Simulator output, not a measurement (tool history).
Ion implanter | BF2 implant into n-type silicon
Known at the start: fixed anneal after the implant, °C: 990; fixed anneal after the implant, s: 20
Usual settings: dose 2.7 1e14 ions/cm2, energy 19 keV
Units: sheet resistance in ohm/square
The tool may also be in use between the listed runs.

| run | hour | dose | energy | wafers since the last listed run | hours since the last dose calibration | hours since the extraction supply was calibrated | hours since the gauge calibration | read-back reference wafer on the same gauge, sheet resistance | sheet resistance |
|---|---|---|---|---|---|---|---|---|---|
| 1 | 0 | 2.52 | 19 | 0 | 532.9 | 1825.1 | 577 | 485.06 | 453.48 |
| 2 | 106.9 | 2.52 | 19 | 2007 | 639.8 | 1932 | 683.9 | 484.59 | 456.75 |
| 3 | 200.7 | 2.7 | 14 | 1761 | 733.6 | 2025.8 | 777.7 | 485.33 | 450.43 |
| 4 | 243.4 | 2.7 | 14 | 801 | 776.3 | 2068.5 | 820.4 | 485.29 | 450.26 |
| 5 | 341.9 | 2.7 | 14 | 1849 | 874.8 | 2167 | 918.9 | 484.84 | 449.54 |
| 6 | 395.7 | 2.12 | 22.5 | 1010 | 928.6 | 2220.8 | 972.7 | 485.32 | 517.29 |
| 7 | 478.5 | 2.12 | 22.5 | 1554 | 1011.4 | 2303.6 | 1055.5 | 484.9 | 519.59 |
| 8 | 582.2 | 2.7 | 19 | 1947 | 1115.1 | 2407.3 | 1159.2 | 485.02 | 431 |
| 9 | 667.8 | 2.7 | 19 | 1607 | 1200.7 | 2492.9 | 1244.8 | 485.16 | 430.14 |
| 10 | 724.3 | 2.7 | 19 | 1061 | 1257.2 | 2549.4 | 1301.3 | 484.95 | 429.75 |
| 11 | 783.5 | 2.7 | 19 | 1111 | 1316.4 | 2608.6 | 1360.5 | 484.77 | 429.23 |
|  | 830.9 | gauge calibrated |
| 12 | 868.2 | 2.7 | 19 | 1590 | 1401.1 | 2693.3 | 37.3 | 484.98 | 431.16 |
| 13 | 957.9 | 2.7 | 19 | 1684 | 1490.8 | 2783 | 127 | 485 | 429.86 |
| 14 | 1027.9 | 2.7 | 19 | 1314 | 1560.8 | 2853 | 197 | 485.1 | 428.49 |
| 15 | 1131.6 | 3.28 | 19 | 1947 | 1664.5 | 2956.7 | 300.7 | 484.93 | 369.6 |
|  | 1199.2 | extraction supply calibrated |
| 16 | 1217.2 | 2.38 | 19 | 1457 | 1750.1 | 18 | 386.3 | 485.03 | 476.28 |
| 17 | 1273.5 | 2.38 | 19 | 1057 | 1806.4 | 74.3 | 442.6 | 484.85 | 479.68 |
| 18 | 1351.8 | 3.07 | 23 | 1470 | 1884.7 | 152.6 | 520.9 | 484.94 | 383.68 |
| 19 | 1447.3 | 2.37 | 17 | 1793 | 1980.2 | 248.1 | 616.4 | 484.63 | 489.91 |
| 20 | 1544.3 | 3.33 | 16 | 1821 | 2077.2 | 345.1 | 713.4 | 485.09 | 374.7 |
| 21 | 1644.1 | 3.09 | 21.5 | 1874 | 2177 | 444.9 | 813.2 | 485.4 | 383.6 |
| 22 | 1733.4 | 2.7 | 19 | 1676 | 2266.3 | 534.2 | 902.5 | 484.95 | 431.6 |
| 23 | 1800.5 | 1.95 | 13.5 | 1260 | 2333.4 | 601.3 | 969.6 | 485.23 | 596.52 |
|  | 1909.2 | Faraday cup replaced and dose calibrated |
| 24 | 1909.7 | 2.27 | 16 | 1900 | 0.5 | 710.5 | 1078.8 | 485.12 | 500.99 |
| 25 | 1946.3 | 2.7 | 19 | 687 | 37.1 | 747.1 | 1115.4 | 485.06 | 430.15 |
| 26 | 2020.4 | 3.13 | 21 | 1391 | 111.2 | 821.2 | 1189.5 | 484.89 | 377.28 |
| 27 | 2066.4 | 2.7 | 19 | 863 | 157.2 | 867.2 | 1235.5 | 484.93 | 427.27 |
| 28 | 2155.8 | 3.44 | 25 | 1678 | 246.6 | 956.6 | 1324.9 | 485.02 | 344.28 |
| 29 | 2233.7 | 2.7 | 19 | 1462 | 324.5 | 1034.5 | 1402.8 | 484.77 | 427.64 |
|  | 2234.9 | gauge calibrated |
| 30 | 2340.4 | 3.03 | 13 | 2003 | 431.2 | 1141.2 | 105.5 | 484.94 | 417.14 |
| 31 | 2417.8 | 2.37 | 16 | 1453 | 508.6 | 1218.6 | 182.9 | 485.08 | 485.29 |
| 32 | 2457.8 | 3.07 | 23 | 751 | 548.6 | 1258.6 | 222.9 | 484.98 | 378.15 |
| 33 | 2516 | 2.7 | 19 | 1092 | 606.8 | 1316.8 | 281.1 | 485 | 427.3 |
| 34 | 2574.4 | 1.92 | 14.5 | 1096 | 665.2 | 1375.2 | 339.5 | 485.31 | 592.69 |
| 35 | 2658.3 | 2.7 | 19 | 1575 | 749.1 | 1459.1 | 423.4 | 484.7 | 429.76 |
| 36 | 2713.7 | 1.93 | 17 | 1040 | 804.5 | 1514.5 | 478.8 | 484.6 | 575.46 |

5 ways to go on from here, each from the tool as it stands after run 36. What would each give?
| A | 2714.1 | 2.7 | 15 | 7 | 804.9 | 1514.9 | 479.2 | ? | ? |
| B | 2714.1 | 2.12 | 16.5 | 7 | 804.9 | 1514.9 | 479.2 | ? | ? |
| C | 2714.1 | 3.2 | 19 | 7 | 804.9 | 1514.9 | 479.2 | ? | ? |
| D | 2714.1 | 2.2 | 23 | 7 | 804.9 | 1514.9 | 479.2 | ? | ? |
| E | 2714.1 | 3.16 | 24.5 | 7 | 804.9 | 1514.9 | 479.2 | ? | ? |

| run | read-back reference wafer on the same gauge, sheet resistance | sheet resistance |
|---|---|---|
| A | 485.03 | 441.9 |
| B | 485.03 | 532.46 |
| C | 485.03 | 373.72 |
| D | 485.03 | 499.52 |
| E | 485.03 | 367.4 |
Without the tool's hidden state the same runs would have given:
| run | sheet resistance |
|---|---|
| A | 441.6 |
| B | 532.06 |
| C | 373.48 |
| D | 499.15 |
| E | 367.14 |

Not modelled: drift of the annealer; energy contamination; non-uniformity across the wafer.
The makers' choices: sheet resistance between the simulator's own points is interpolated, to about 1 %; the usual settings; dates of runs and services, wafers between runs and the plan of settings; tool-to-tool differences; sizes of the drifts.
